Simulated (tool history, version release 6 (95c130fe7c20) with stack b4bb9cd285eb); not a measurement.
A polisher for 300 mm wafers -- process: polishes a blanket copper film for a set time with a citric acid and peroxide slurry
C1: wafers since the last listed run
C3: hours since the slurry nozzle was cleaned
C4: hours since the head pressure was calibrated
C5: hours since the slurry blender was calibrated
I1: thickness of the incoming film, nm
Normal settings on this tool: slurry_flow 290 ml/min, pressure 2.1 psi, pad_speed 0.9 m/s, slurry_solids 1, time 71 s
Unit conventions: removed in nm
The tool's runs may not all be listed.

{"run": 1, "hour": 0.0, "slurry_flow": 290, "pressure": 1.5, "pad_speed": 0.9, "slurry_solids": 1.2, "time": 71, "C1": 0, "wafers polished on this pad": 1095, "C3": 455.5, "C4": 657.5, "C5": 326.5, "I1": 991.9, "removed": 71}
{"hour": 26.3, "done": "worn pad replaced by a new one"}
{"run": 2, "hour": 30.9, "slurry_flow": 290, "pressure": 2.1, "pad_speed": 0.9, "slurry_solids": 1, "time": 71, "C1": 162, "wafers polished on this pad": 28, "C3": 486.4, "C4": 688.4, "C5": 357.4, "I1": 972.9, "removed": 93.9}
{"run": 3, "hour": 44.5, "slurry_flow": 290, "pressure": 2.5, "pad_speed": 0.9, "slurry_solids": 1, "time": 71, "C1": 82, "wafers polished on this pad": 110, "C3": 500, "C4": 702, "C5": 371, "I1": 971.2, "removed": 110.9}
{"run": 4, "hour": 56.0, "slurry_flow": 290, "pressure": 2.5, "pad_speed": 0.9, "slurry_solids": 1, "time": 71, "C1": 69, "wafers polished on this pad": 180, "C3": 511.5, "C4": 713.5, "C5": 382.5, "I1": 990.6, "removed": 111.7}
{"run": 5, "hour": 63.5, "slurry_flow": 290, "pressure": 2.1, "pad_speed": 0.9, "slurry_solids": 1, "time": 71, "C1": 45, "wafers polished on this pad": 225, "C3": 519, "C4": 721, "C5": 390, "I1": 982.8, "removed": 92.9}
{"run": 6, "hour": 79.1, "slurry_flow": 290, "pressure": 2.1, "pad_speed": 0.9, "slurry_solids": 1, "time": 71, "C1": 94, "wafers polished on this pad": 320, "C3": 534.6, "C4": 736.6, "C5": 405.6, "I1": 978.7, "removed": 93.5}
{"run": 7, "hour": 85.7, "slurry_flow": 290, "pressure": 2.1, "pad_speed": 0.9, "slurry_solids": 1, "time": 71, "C1": 39, "wafers polished on this pad": 360, "C3": 541.2, "C4": 743.2, "C5": 412.2, "I1": 990.6, "removed": 94}
{"run": 8, "hour": 98.6, "slurry_flow": 290, "pressure": 2.1, "pad_speed": 0.98, "slurry_solids": 1, "time": 71, "C1": 78, "wafers polished on this pad": 438, "C3": 554.1, "C4": 756.1, "C5": 425.1, "I1": 983, "removed": 102.2}
{"run": 9, "hour": 111.9, "slurry_flow": 290, "pressure": 2.1, "pad_speed": 0.9, "slurry_solids": 1, "time": 71, "C1": 80, "wafers polished on this pad": 518, "C3": 567.4, "C4": 769.4, "C5": 438.4, "I1": 990.3, "removed": 94.8}
{"hour": 121.8, "done": "head pressure recalibrated"}
{"run": 10, "hour": 123.9, "slurry_flow": 290, "pressure": 2.1, "pad_speed": 0.9, "slurry_solids": 1, "time": 71, "C1": 60, "wafers polished on this pad": 579, "C3": 579.4, "C4": 2.1, "C5": 450.4, "I1": 982.1, "removed": 81.9}
{"hour": 138.1, "done": "slurry blender recalibrated"}
{"run": 11, "hour": 138.6, "slurry_flow": 290, "pressure": 2.1, "pad_speed": 0.9, "slurry_solids": 1, "time": 71, "C1": 76, "wafers polished on this pad": 656, "C3": 594.1, "C4": 16.8, "C5": 0.5, "I1": 987.4, "removed": 88.6}
{"run": 12, "hour": 146.6, "slurry_flow": 290, "pressure": 2.1, "pad_speed": 1, "slurry_solids": 1, "time": 71, "C1": 48, "wafers polished on this pad": 704, "C3": 602.1, "C4": 24.8, "C5": 8.5, "I1": 967.9, "removed": 100.7}
{"run": 13, "hour": 159.3, "slurry_flow": 290, "pressure": 2.3, "pad_speed": 0.9, "slurry_solids": 1, "time": 71, "C1": 76, "wafers polished on this pad": 781, "C3": 614.8, "C4": 37.5, "C5": 21.2, "I1": 975.9, "removed": 98.3}
{"hour": 194.5, "done": "worn pad replaced by a new one"}
{"run": 14, "hour": 210.7, "slurry_flow": 290, "pressure": 2.6, "pad_speed": 0.9, "slurry_solids": 0.9, "time": 71, "C1": 287, "wafers polished on this pad": 98, "C3": 666.2, "C4": 88.9, "C5": 72.6, "I1": 993.2, "removed": 105.5}
{"run": 15, "hour": 224.4, "slurry_flow": 260, "pressure": 2.1, "pad_speed": 0.9, "slurry_solids": 1, "time": 78, "C1": 83, "wafers polished on this pad": 181, "C3": 679.9, "C4": 102.6, "C5": 86.3, "I1": 962.8, "removed": 98.5}
{"run": 16, "hour": 238.2, "slurry_flow": 290, "pressure": 2.1, "pad_speed": 0.9, "slurry_solids": 1, "time": 71, "C1": 83, "wafers polished on this pad": 264, "C3": 693.7, "C4": 116.4, "C5": 100.1, "I1": 982.2, "removed": 90.3}
{"hour": 253.4, "done": "slurry nozzle cleaned"}
{"run": 17, "hour": 253.9, "slurry_flow": 290, "pressure": 2.1, "pad_speed": 0.9, "slurry_solids": 1, "time": 71, "C1": 89, "wafers polished on this pad": 353, "C3": 0.5, "C4": 132.1, "C5": 115.8, "I1": 995.8, "removed": 89.4}

What does the tool deliver on the next run?
{"run": 18, "hour": 261.7, "slurry_flow": 360, "pressure": 2.1, "pad_speed": 0.9, "slurry_solids": 1, "time": 83, "C1": 47, "wafers polished on this pad": 401, "C3": 8.3, "C4": 139.9, "C5": 123.6, "I1": 972.7, "removed": "?"}

removed: 105.8 nm
If the tool had no hidden condition, the same run with the same run-to-run variation would have returned removed 107.6 nm.
